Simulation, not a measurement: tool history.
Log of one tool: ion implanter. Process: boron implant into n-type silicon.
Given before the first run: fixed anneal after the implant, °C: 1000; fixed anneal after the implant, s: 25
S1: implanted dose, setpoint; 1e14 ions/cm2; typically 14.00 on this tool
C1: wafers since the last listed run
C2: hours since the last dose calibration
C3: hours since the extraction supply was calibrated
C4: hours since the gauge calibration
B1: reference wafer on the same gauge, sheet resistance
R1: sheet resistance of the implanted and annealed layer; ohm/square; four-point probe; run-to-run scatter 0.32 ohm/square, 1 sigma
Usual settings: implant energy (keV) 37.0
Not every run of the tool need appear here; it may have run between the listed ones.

run 1 day=0.000 | S1=14.00 implant_energy_(keV)=37.0 | C1=0 C2=697.1 C3=2781.1 C4=701.5 | B1=95.88 | R1=86.27
run 2 day=0.579 | S1=14.00 implant_energy_(keV)=37.0 | C1=511 C2=711.0 C3=2795.0 C4=715.4 | B1=95.67 | R1=85.82
run 3 day=1.833 | S1=14.00 implant_energy_(keV)=37.0 | C1=1108 C2=741.1 C3=2825.1 C4=745.5 | B1=95.68 | R1=85.65
run 4 day=3.233 | S1=14.00 implant_energy_(keV)=37.0 | C1=1237 C2=774.7 C3=2858.7 C4=779.1 | B1=95.69 | R1=85.78
run 5 day=4.054 | S1=14.00 implant_energy_(keV)=41.5 | C1=725 C2=794.4 C3=2878.4 C4=798.8 | B1=95.75 | R1=85.57
run 6 day=4.758 | S1=14.00 implant_energy_(keV)=41.5 | C1=622 C2=811.3 C3=2895.3 C4=815.7 | B1=95.62 | R1=84.88
run 7 day=5.875 | S1=14.00 implant_energy_(keV)=31.0 | C1=987 C2=838.1 C3=2922.1 C4=842.5 | B1=95.81 | R1=87.45
run 8 day=7.000 | S1=12.85 implant_energy_(keV)=37.0 | C1=994 C2=865.1 C3=2949.1 C4=869.5 | B1=95.68 | R1=91.65
run 9 day=8.046 | S1=11.19 implant_energy_(keV)=37.0 | C1=924 C2=890.2 C3=2974.2 C4=894.6 | B1=95.66 | R1=102.41
run 10 day=9.467 | S1=11.19 implant_energy_(keV)=37.0 | C1=1256 C2=924.3 C3=3008.3 C4=928.7 | B1=95.70 | R1=102.10
run 11 day=10.879 | S1=11.19 implant_energy_(keV)=37.0 | C1=1248 C2=958.2 C3=3042.2 C4=962.6 | B1=95.78 | R1=102.18
run 12 day=12.021 | S1=14.00 implant_energy_(keV)=37.0 | C1=1009 C2=985.6 C3=3069.6 C4=990.0 | B1=95.71 | R1=85.15
-- day=12.817 extraction supply calibrated
run 13 day=13.392 | S1=14.00 implant_energy_(keV)=37.0 | C1=917 C2=1018.5 C3=13.8 C4=1022.9 | B1=95.69 | R1=85.00
run 14 day=14.217 | S1=14.00 implant_energy_(keV)=33.5 | C1=729 C2=1038.3 C3=33.6 C4=1042.7 | B1=95.63 | R1=85.59
run 15 day=14.892 | S1=12.12 implant_energy_(keV)=45.0 | C1=596 C2=1054.5 C3=49.8 C4=1058.9 | B1=95.68 | R1=94.66
run 16 day=15.792 | S1=12.50 implant_energy_(keV)=47.5 | C1=795 C2=1076.1 C3=71.4 C4=1080.5 | B1=95.70 | R1=92.26
run 17 day=18.729 | S1=14.00 implant_energy_(keV)=41.5 | C1=2596 C2=1146.6 C3=141.9 C4=1151.0 | B1=95.66 | R1=84.10
run 18 day=19.983 | S1=15.92 implant_energy_(keV)=37.0 | C1=1108 C2=1176.7 C3=172.0 C4=1181.1 | B1=95.62 | R1=76.69
run 19 day=21.271 | S1=15.18 implant_energy_(keV)=45.0 | C1=1138 C2=1207.6 C3=202.9 C4=1212.0 | B1=95.80 | R1=78.16
-- day=21.646 Faraday cup replaced and dose calibrated
-- day=21.942 gauge calibrated
run 20 day=22.667 | S1=14.00 implant_energy_(keV)=49.5 | C1=939 C2=24.5 C3=236.4 C4=17.4 | B1=95.65 | R1=85.48
run 21 day=23.996 | S1=10.40 implant_energy_(keV)=26.5 | C1=1174 C2=56.4 C3=268.3 C4=49.3 | B1=95.64 | R1=112.31
run 22 day=25.238 | S1=12.61 implant_energy_(keV)=43.0 | C1=1097 C2=86.2 C3=298.1 C4=79.1 | B1=95.78 | R1=93.43
run 23 day=26.058 | S1=14.00 implant_energy_(keV)=41.5 | C1=725 C2=105.9 C3=317.8 C4=98.8 | B1=95.81 | R1=85.87
run 24 day=26.738 | S1=16.98 implant_energy_(keV)=33.0 | C1=600 C2=122.2 C3=334.1 C4=115.1 | B1=95.57 | R1=75.06
run 25 day=27.317 | S1=14.00 implant_energy_(keV)=37.0 | C1=511 C2=136.1 C3=348.0 C4=129.0 | B1=95.53 | R1=86.66
run 26 day=28.471 | S1=14.00 implant_energy_(keV)=37.0 | C1=1020 C2=163.8 C3=375.7 C4=156.7 | B1=95.66 | R1=86.51
run 27 day=29.892 | S1=14.00 implant_energy_(keV)=37.0 | C1=1256 C2=197.9 C3=409.8 C4=190.8 | B1=95.66 | R1=86.52
run 28 day=31.046 | S1=14.00 implant_energy_(keV)=40.5 | C1=1020 C2=225.6 C3=437.5 C4=218.5 | B1=95.74 | R1=86.16
run 29 day=32.438 | S1=14.00 implant_energy_(keV)=41.5 | C1=1230 C2=259.0 C3=470.9 C4=251.9 | B1=95.72 | R1=85.98
run 30 day=32.992 | S1=14.00 implant_energy_(keV)=25.5 | C1=489 C2=272.3 C3=484.2 C4=265.2 | B1=95.58 | R1=88.76
run 31 day=33.817 | S1=11.17 implant_energy_(keV)=30.5 | C1=729 C2=292.1 C3=504.0 C4=285.0 | B1=95.70 | R1=104.92
run 32 day=34.688 | S1=17.97 implant_energy_(keV)=49.5 | C1=769 C2=313.0 C3=524.9 C4=305.9 | B1=95.69 | R1=69.46
run 33 day=35.567 | S1=14.00 implant_energy_(keV)=37.0 | C1=777 C2=334.1 C3=546.0 C4=327.0 | B1=95.66 | R1=86.91
run 34 day=36.517 | S1=14.00 implant_energy_(keV)=43.5 | C1=839 C2=356.9 C3=568.8 C4=349.8 | B1=95.77 | R1=85.36
run 35 day=37.925 | S1=14.00 implant_energy_(keV)=41.5 | C1=1244 C2=390.7 C3=602.6 C4=383.6 | B1=95.56 | R1=85.84
run 36 day=39.242 | S1=15.92 implant_energy_(keV)=37.0 | C1=1163 C2=422.3 C3=634.2 C4=415.2 | B1=95.71 | R1=77.98
run 37 day=40.154 | S1=11.89 implant_energy_(keV)=48.0 | C1=806 C2=444.2 C3=656.1 C4=437.1 | B1=95.73 | R1=97.78
run 38 day=41.425 | S1=16.02 implant_energy_(keV)=28.5 | C1=1123 C2=474.7 C3=686.6 C4=467.6 | B1=95.66 | R1=79.67

Alternative continuations, all from the tool just after run 38; predict every row:
run A day=41.442 | S1=14.00 implant_energy_(keV)=37.0 | C1=14 C2=475.1 C3=687.0 C4=468.0 | B1=? | R1=?
run B day=41.442 | S1=18.11 implant_energy_(keV)=31.5 | C1=14 C2=475.1 C3=687.0 C4=468.0 | B1=? | R1=?
run C day=41.442 | S1=12.49 implant_energy_(keV)=28.5 | C1=14 C2=475.1 C3=687.0 C4=468.0 | B1=? | R1=?

run=A B1=95.63 R1=86.67
run=B B1=95.63 R1=72.46
run=C B1=95.63 R1=96.58
Stripped of hidden state, with their random variation kept, the same runs would have yielded:
run=A R1=86.88
run=B R1=72.61
run=C R1=96.81
